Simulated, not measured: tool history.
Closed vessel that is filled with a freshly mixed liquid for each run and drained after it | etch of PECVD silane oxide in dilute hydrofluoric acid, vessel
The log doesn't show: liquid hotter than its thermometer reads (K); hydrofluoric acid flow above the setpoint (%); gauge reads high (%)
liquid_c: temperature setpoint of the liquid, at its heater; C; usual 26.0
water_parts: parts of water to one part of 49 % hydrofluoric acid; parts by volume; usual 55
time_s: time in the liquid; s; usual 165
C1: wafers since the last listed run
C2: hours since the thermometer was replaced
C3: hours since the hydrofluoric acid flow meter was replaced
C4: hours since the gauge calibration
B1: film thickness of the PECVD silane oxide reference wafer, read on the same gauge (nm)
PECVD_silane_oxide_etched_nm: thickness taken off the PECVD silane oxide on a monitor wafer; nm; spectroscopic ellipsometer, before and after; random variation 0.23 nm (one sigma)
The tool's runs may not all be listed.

{"run": 1, "day": 0.0, "liquid_c": 26.0, "water_parts": 55, "time_s": 165, "C1": 0, "C2": 987.9, "C3": 1155.4, "C4": 2756.0, "B1": 50.01, "PECVD_silane_oxide_etched_nm": 59.02}
{"run": 2, "day": 1.425, "liquid_c": 26.0, "water_parts": 55, "time_s": 165, "C1": 2993, "C2": 1022.1, "C3": 1189.6, "C4": 2790.2, "B1": 49.99, "PECVD_silane_oxide_etched_nm": 58.97}
{"run": 3, "day": 3.429, "liquid_c": 29.0, "water_parts": 55, "time_s": 165, "C1": 4210, "C2": 1070.2, "C3": 1237.7, "C4": 2838.3, "B1": 50.02, "PECVD_silane_oxide_etched_nm": 67.05}
{"day": 5.8, "done": "hydrofluoric acid flow meter replaced"}
{"run": 4, "day": 10.892, "liquid_c": 29.0, "water_parts": 55, "time_s": 165, "C1": 15590, "C2": 1249.3, "C3": 122.2, "C4": 3017.4, "B1": 50.0, "PECVD_silane_oxide_etched_nm": 63.89}
{"day": 11.521, "done": "gauge calibrated"}
{"run": 5, "day": 12.388, "liquid_c": 24.0, "water_parts": 55, "time_s": 240, "C1": 3142, "C2": 1285.2, "C3": 158.1, "C4": 20.8, "B1": 49.99, "PECVD_silane_oxide_etched_nm": 76.21}
{"run": 6, "day": 15.171, "liquid_c": 24.0, "water_parts": 55, "time_s": 240, "C1": 5847, "C2": 1352.0, "C3": 224.9, "C4": 87.6, "B1": 50.01, "PECVD_silane_oxide_etched_nm": 76.36}
{"run": 7, "day": 17.312, "liquid_c": 22.5, "water_parts": 75, "time_s": 165, "C1": 4499, "C2": 1403.4, "C3": 276.3, "C4": 139.0, "B1": 49.97, "PECVD_silane_oxide_etched_nm": 35.11}
{"run": 8, "day": 18.796, "liquid_c": 22.5, "water_parts": 75, "time_s": 165, "C1": 3116, "C2": 1439.0, "C3": 311.9, "C4": 174.6, "B1": 49.98, "PECVD_silane_oxide_etched_nm": 35.33}
{"run": 9, "day": 21.238, "liquid_c": 26.0, "water_parts": 85, "time_s": 265, "C1": 5129, "C2": 1497.6, "C3": 370.5, "C4": 233.2, "B1": 49.98, "PECVD_silane_oxide_etched_nm": 56.97}
{"run": 10, "day": 23.221, "liquid_c": 22.0, "water_parts": 75, "time_s": 240, "C1": 4166, "C2": 1545.2, "C3": 418.1, "C4": 280.8, "B1": 49.97, "PECVD_silane_oxide_etched_nm": 50.65}
{"run": 11, "day": 25.242, "liquid_c": 26.0, "water_parts": 55, "time_s": 165, "C1": 4245, "C2": 1593.7, "C3": 466.6, "C4": 329.3, "B1": 50.04, "PECVD_silane_oxide_etched_nm": 57.46}
{"run": 12, "day": 26.521, "liquid_c": 26.0, "water_parts": 55, "time_s": 165, "C1": 2687, "C2": 1624.4, "C3": 497.3, "C4": 360.0, "B1": 50.01, "PECVD_silane_oxide_etched_nm": 57.26}
{"run": 13, "day": 28.533, "liquid_c": 24.5, "water_parts": 70, "time_s": 140, "C1": 4228, "C2": 1672.7, "C3": 545.6, "C4": 408.3, "B1": 50.0, "PECVD_silane_oxide_etched_nm": 35.72}
{"run": 14, "day": 29.579, "liquid_c": 29.5, "water_parts": 80, "time_s": 200, "C1": 2197, "C2": 1697.8, "C3": 570.7, "C4": 433.4, "B1": 49.95, "PECVD_silane_oxide_etched_nm": 53.7}
{"run": 15, "day": 31.333, "liquid_c": 29.0, "water_parts": 65, "time_s": 190, "C1": 3685, "C2": 1739.9, "C3": 612.8, "C4": 475.5, "B1": 49.96, "PECVD_silane_oxide_etched_nm": 62.81}
{"run": 16, "day": 34.138, "liquid_c": 26.0, "water_parts": 55, "time_s": 165, "C1": 5891, "C2": 1807.2, "C3": 680.1, "C4": 542.8, "B1": 50.01, "PECVD_silane_oxide_etched_nm": 58.35}
{"run": 17, "day": 35.538, "liquid_c": 30.0, "water_parts": 65, "time_s": 245, "C1": 2941, "C2": 1840.8, "C3": 713.7, "C4": 576.4, "B1": 50.01, "PECVD_silane_oxide_etched_nm": 84.21}
{"run": 18, "day": 38.25, "liquid_c": 26.0, "water_parts": 55, "time_s": 240, "C1": 5698, "C2": 1905.9, "C3": 778.8, "C4": 641.5, "B1": 50.03, "PECVD_silane_oxide_etched_nm": 84.38}
{"run": 19, "day": 40.496, "liquid_c": 30.5, "water_parts": 55, "time_s": 165, "C1": 4718, "C2": 1959.8, "C3": 832.7, "C4": 695.4, "B1": 49.97, "PECVD_silane_oxide_etched_nm": 69.8}
{"run": 20, "day": 42.95, "liquid_c": 31.0, "water_parts": 30, "time_s": 165, "C1": 5156, "C2": 2018.7, "C3": 891.6, "C4": 754.3, "B1": 49.98, "PECVD_silane_oxide_etched_nm": 136.43}
{"run": 21, "day": 44.371, "liquid_c": 28.0, "water_parts": 35, "time_s": 165, "C1": 2985, "C2": 2052.8, "C3": 925.7, "C4": 788.4, "B1": 50.0, "PECVD_silane_oxide_etched_nm": 102.29}
{"run": 22, "day": 46.504, "liquid_c": 23.5, "water_parts": 75, "time_s": 165, "C1": 4482, "C2": 2104.0, "C3": 976.9, "C4": 839.6, "B1": 49.95, "PECVD_silane_oxide_etched_nm": 37.98}
{"day": 47.638, "done": "thermometer replaced"}
{"day": 48.308, "done": "hydrofluoric acid flow meter replaced"}
{"run": 23, "day": 49.121, "liquid_c": 26.0, "water_parts": 55, "time_s": 165, "C1": 5322, "C2": 35.6, "C3": 19.5, "C4": 902.4, "B1": 50.01, "PECVD_silane_oxide_etched_nm": 55.64}
{"run": 24, "day": 51.446, "liquid_c": 26.0, "water_parts": 30, "time_s": 260, "C1": 4884, "C2": 91.4, "C3": 75.3, "C4": 958.2, "B1": 50.02, "PECVD_silane_oxide_etched_nm": 167.72}
{"run": 25, "day": 53.583, "liquid_c": 26.0, "water_parts": 55, "time_s": 165, "C1": 4490, "C2": 142.7, "C3": 126.6, "C4": 1009.5, "B1": 49.98, "PECVD_silane_oxide_etched_nm": 56.32}
{"run": 26, "day": 56.079, "liquid_c": 22.0, "water_parts": 55, "time_s": 165, "C1": 5243, "C2": 202.6, "C3": 186.5, "C4": 1069.4, "B1": 49.97, "PECVD_silane_oxide_etched_nm": 47.84}
{"run": 27, "day": 58.496, "liquid_c": 26.0, "water_parts": 45, "time_s": 105, "C1": 5077, "C2": 260.6, "C3": 244.5, "C4": 1127.4, "B1": 50.01, "PECVD_silane_oxide_etched_nm": 44.63}
{"run": 28, "day": 59.683, "liquid_c": 26.0, "water_parts": 55, "time_s": 165, "C1": 2494, "C2": 289.1, "C3": 273.0, "C4": 1155.9, "B1": 50.06, "PECVD_silane_oxide_etched_nm": 56.25}
{"run": 29, "day": 61.821, "liquid_c": 26.0, "water_parts": 65, "time_s": 165, "C1": 4490, "C2": 340.4, "C3": 324.3, "C4": 1207.2, "B1": 50.01, "PECVD_silane_oxide_etched_nm": 47.03}
{"run": 30, "day": 64.725, "liquid_c": 26.0, "water_parts": 55, "time_s": 195, "C1": 6101, "C2": 410.1, "C3": 394.0, "C4": 1276.9, "B1": 49.99, "PECVD_silane_oxide_etched_nm": 66.53}
{"run": 31, "day": 67.267, "liquid_c": 26.0, "water_parts": 55, "time_s": 165, "C1": 5339, "C2": 471.1, "C3": 455.0, "C4": 1337.9, "B1": 50.02, "PECVD_silane_oxide_etched_nm": 57.11}
{"run": 32, "day": 68.9, "liquid_c": 23.5, "water_parts": 80, "time_s": 165, "C1": 3431, "C2": 510.3, "C3": 494.2, "C4": 1377.1, "B1": 50.01, "PECVD_silane_oxide_etched_nm": 34.49}

Forecast each of these 5 alternatives for the next run:
{"run": "A", "day": 68.929, "liquid_c": 26.0, "water_parts": 55, "time_s": 120, "C1": 61, "C2": 511.0, "C3": 494.9, "C4": 1377.8, "B1": "?", "PECVD_silane_oxide_etched_nm": "?"}
{"run": "B", "day": 68.929, "liquid_c": 24.0, "water_parts": 55, "time_s": 165, "C1": 61, "C2": 511.0, "C3": 494.9, "C4": 1377.8, "B1": "?", "PECVD_silane_oxide_etched_nm": "?"}
{"run": "C", "day": 68.929, "liquid_c": 30.0, "water_parts": 70, "time_s": 165, "C1": 61, "C2": 511.0, "C3": 494.9, "C4": 1377.8, "B1": "?", "PECVD_silane_oxide_etched_nm": "?"}
{"run": "D", "day": 68.929, "liquid_c": 23.0, "water_parts": 35, "time_s": 110, "C1": 61, "C2": 511.0, "C3": 494.9, "C4": 1377.8, "B1": "?", "PECVD_silane_oxide_etched_nm": "?"}
{"run": "E", "day": 68.929, "liquid_c": 21.0, "water_parts": 25, "time_s": 85, "C1": 61, "C2": 511.0, "C3": 494.9, "C4": 1377.8, "B1": "?", "PECVD_silane_oxide_etched_nm": "?"}

run=A B1=50.01 PECVD_silane_oxide_etched_nm=41.50
run=B B1=50.01 PECVD_silane_oxide_etched_nm=52.60
run=C B1=50.01 PECVD_silane_oxide_etched_nm=51.40
run=D B1=50.01 PECVD_silane_oxide_etched_nm=54.23
run=E B1=50.01 PECVD_silane_oxide_etched_nm=54.57
Without the tool's hidden state the same runs would have given:
run=A PECVD_silane_oxide_etched_nm=40.48
run=B PECVD_silane_oxide_etched_nm=51.32
run=C PECVD_silane_oxide_etched_nm=50.12
run=D PECVD_silane_oxide_etched_nm=52.95
run=E PECVD_silane_oxide_etched_nm=53.29
